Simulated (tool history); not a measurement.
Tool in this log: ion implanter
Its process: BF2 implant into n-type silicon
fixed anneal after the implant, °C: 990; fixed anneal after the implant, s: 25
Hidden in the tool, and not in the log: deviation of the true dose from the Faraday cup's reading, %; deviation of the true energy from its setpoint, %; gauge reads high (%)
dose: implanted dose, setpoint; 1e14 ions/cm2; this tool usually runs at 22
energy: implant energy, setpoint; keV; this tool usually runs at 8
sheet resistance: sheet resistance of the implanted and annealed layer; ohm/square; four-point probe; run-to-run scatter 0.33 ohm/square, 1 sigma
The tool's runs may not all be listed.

run     day   dose  energy  wafers since the last listed run  hours since the last dose calibration  hours since the extraction supply was calibrated  hours since the gauge calibration  read-back reference wafer on the same gauge, sheet resistance  sheet resistance
  1       0  17.69     7.5                                 0                                 1586.4                                            4417.3                              848.1                                                         250.19            231.13
  2   2.246  17.69     7.5                               564                                 1640.3                                            4471.2                                902                                                         250.52            231.19
  3   5.108     22       8                               719                                   1709                                            4539.9                              970.7                                                         250.86            222.71
  4   8.346  26.47       9                               813                                 1786.7                                            4617.6                             1048.4                                                         251.22            211.74
  5  11.629  26.47       9                               824                                 1865.5                                            4696.4                             1127.2                                                         251.52            212.15
  6  15.488  26.47       9                               969                                 1958.1                                              4789                             1219.8                                                         252.13             212.1
  7   19.15   18.6       8                               920                                   2046                                            4876.9                             1307.7                                                          252.7            227.45
  8  20.975   18.6       8                               458                                 2089.8                                            4920.7                             1351.5                                                         252.96            227.98
     21.667  -- gauge calibrated
  9  23.658     22       8                               674                                 2154.2                                            4985.1                               47.8                                                         249.79            222.34
 10   26.75     22     9.5                               776                                 2228.4                                            5059.3                                122                                                         250.03            209.62
 11  30.808     22     9.5                              1019                                 2325.8                                            5156.7                              219.4                                                         250.11            210.32
 12  35.217  25.46     9.5                              1107                                 2431.6                                            5262.5                              325.2                                                          250.2            207.84
     37.096  -- extraction supply calibrated
 13   38.65  16.44       8                               778                                   2514                                              37.3                              407.6                                                         250.41            228.31
     43.183  -- Faraday cup replaced and dose calibrated
 14  43.204  19.03     7.5                              1060                                    0.5                                             146.6                              516.9                                                         250.64               230
 15  45.204  25.32       8                               502                                   48.5                                             194.6                              564.9                                                         250.72            220.38
 16  47.246     22       8                               512                                   97.5                                             243.6                              613.9                                                          250.9            223.68
 17  50.308     22     9.5                               769                                    171                                             317.1                              687.4                                                         251.16            211.12
 18  52.725     22    10.5                               607                                    229                                             375.1                              745.4                                                         251.29            203.45
 19    56.3  18.11     5.5                               898                                  314.8                                             460.9                              831.2                                                         251.56            252.99
 20  59.288  19.13     9.5                               750                                  386.5                                             532.6                              902.9                                                            252            214.58
 21  62.283  25.62     5.5                               752                                  458.4                                             604.5                              974.8                                                         252.23            248.57
 22  64.854  25.79       8                               645                                  520.1                                             666.2                             1036.5                                                         252.64             222.3

Take each entry between the runs: how does the hidden state at the last listed run before it differ from the hidden state at the first listed run after it?
Run 8 -> run 9: gauge calibrated (day 21.667)
  gauge reads high (%): 1.59 -> 0.389
  what was measured, less what the result would be without the hidden state, sheet resistance: +3.58 -> +0.86 ohm/square
Run 12 -> run 13: extraction supply calibrated (day 37.096)
  gauge reads high (%): 0.49 -> 0.55
  what was measured, less what the result would be without the hidden state, sheet resistance: +1.02 -> +1.25 ohm/square
Run 13 -> run 14: Faraday cup replaced and dose calibrated (day 43.183)
  gauge reads high (%): 0.55 -> 0.649
  what was measured, less what the result would be without the hidden state, sheet resistance: +1.25 -> +1.48 ohm/square
